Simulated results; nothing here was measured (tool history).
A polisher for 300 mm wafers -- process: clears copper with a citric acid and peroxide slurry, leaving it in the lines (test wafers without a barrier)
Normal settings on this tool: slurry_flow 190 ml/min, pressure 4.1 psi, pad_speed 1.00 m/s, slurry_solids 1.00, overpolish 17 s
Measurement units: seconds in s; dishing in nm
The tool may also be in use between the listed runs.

run,hour,slurry_flow,pressure,pad_speed,slurry_solids,overpolish,wafers since the last listed run,wafers polished on this pad,hours since the slurry nozzle was cleaned,hours since the head pressure was calibrated,hours since the slurry blender was calibrated,"incoming thickness of the incoming film, nm",seconds,dishing
1,0.0,190,4.1,1.00,1.00,17,0,2174,28.9,557.7,345.2,385.6,122.1,34.1
# hour 42.5: slurry blender recalibrated
# hour 58.5: head pressure recalibrated
# hour 66.7: worn pad replaced by a new one
2,97.4,190,4.1,1.00,1.00,17,605,207,126.3,38.9,54.9,384.9,117.0,35.7
3,155.6,190,4.1,1.00,1.00,17,393,601,184.5,97.1,113.1,393.7,118.1,34.6
4,216.7,190,4.1,1.00,1.00,17,413,1015,245.6,158.2,174.2,388.4,117.5,35.1
5,309.3,190,4.1,1.00,1.20,17,626,1642,338.2,250.8,266.8,388.4,116.9,35.2
# hour 384.1: worn pad replaced by a new one
6,399.4,190,4.1,1.00,1.20,17,582,103,428.3,340.9,356.9,387.9,119.4,35.2
# hour 427.9: slurry blender recalibrated
7,450.8,190,4.1,1.16,1.00,17,334,437,479.7,392.3,22.9,394.4,107.9,38.5
# hour 553.5: slurry nozzle cleaned
8,554.0,190,4.1,1.00,1.00,17,691,1129,0.5,495.5,126.1,388.9,121.8,34.0
9,633.6,190,4.1,1.00,1.00,17,538,1668,80.1,575.1,205.7,392.4,121.2,33.8
# hour 735.3: worn pad replaced by a new one
# hour 738.8: head pressure recalibrated
# hour 798.9: slurry blender recalibrated
10,862.3,190,4.1,1.00,1.00,17,1493,832,308.8,123.5,63.4,385.6,115.8,34.8
11,935.1,190,4.1,1.00,1.00,17,492,1324,381.6,196.3,136.2,391.9,119.8,35.0
12,1037.1,190,4.1,1.00,1.00,17,690,2015,483.6,298.3,238.2,397.8,120.8,33.9
# hour 1094.9: worn pad replaced by a new one
# hour 1183.3: slurry blender recalibrated
13,1226.8,190,4.1,1.00,1.00,17,1243,878,673.3,488.0,43.5,398.5,136.5,31.6
# hour 1233.0: slurry nozzle cleaned
14,1284.7,245,4.5,1.00,1.25,9,385,1264,51.7,545.9,101.4,385.4,103.7,21.7
15,1325.3,190,2.9,1.00,0.90,17,274,1538,92.3,586.5,142.0,385.0,145.8,28.3
16,1383.3,190,4.6,1.00,0.85,17,392,1931,150.3,644.5,200.0,388.1,119.5,34.2
# hour 1424.3: worn pad replaced by a new one
# hour 1431.5: head pressure recalibrated
17,1451.3,190,4.1,1.00,1.00,17,419,169,218.3,19.8,268.0,392.5,120.1,34.9
18,1502.1,245,4.8,1.00,1.00,17,343,513,269.1,70.6,318.8,389.8,103.2,39.8
# hour 1573.9: slurry blender recalibrated
19,1578.9,190,3.5,0.68,1.00,9,506,1019,345.9,147.4,5.0,387.8,189.2,13.0
20,1642.1,190,3.5,0.86,1.00,17,427,1447,409.1,210.6,68.2,394.2,151.8,27.6
21,1716.5,190,4.1,1.00,1.00,8,503,1950,483.5,285.0,142.6,388.3,120.1,17.5
# hour 1760.1: worn pad replaced by a new one
22,1826.0,190,4.1,1.00,1.00,17,714,446,593.0,394.5,252.1,391.6,129.7,32.3

Alternative continuations, all from the tool just after run 22; predict every row:
A,1826.5,190,4.1,1.00,1.00,17,3,449,593.5,395.0,252.6,398.5,?,?
B,1826.5,190,4.1,1.00,1.00,23,3,449,593.5,395.0,252.6,398.5,?,?
C,1826.5,240,4.1,1.30,0.90,11,3,449,593.5,395.0,252.6,398.5,?,?
D,1826.5,175,4.1,1.00,1.00,26,3,449,593.5,395.0,252.6,398.5,?,?

run,seconds,dishing
A,130.7,32.4
B,130.7,41.6
C,98.1,28.6
D,133.1,45.1
Take away the tool's hidden state, keep each run's random variation, and the runs would have read:
run,seconds,dishing
A,118.9,35.1
B,118.9,44.8
C,90.6,30.6
D,120.3,48.7
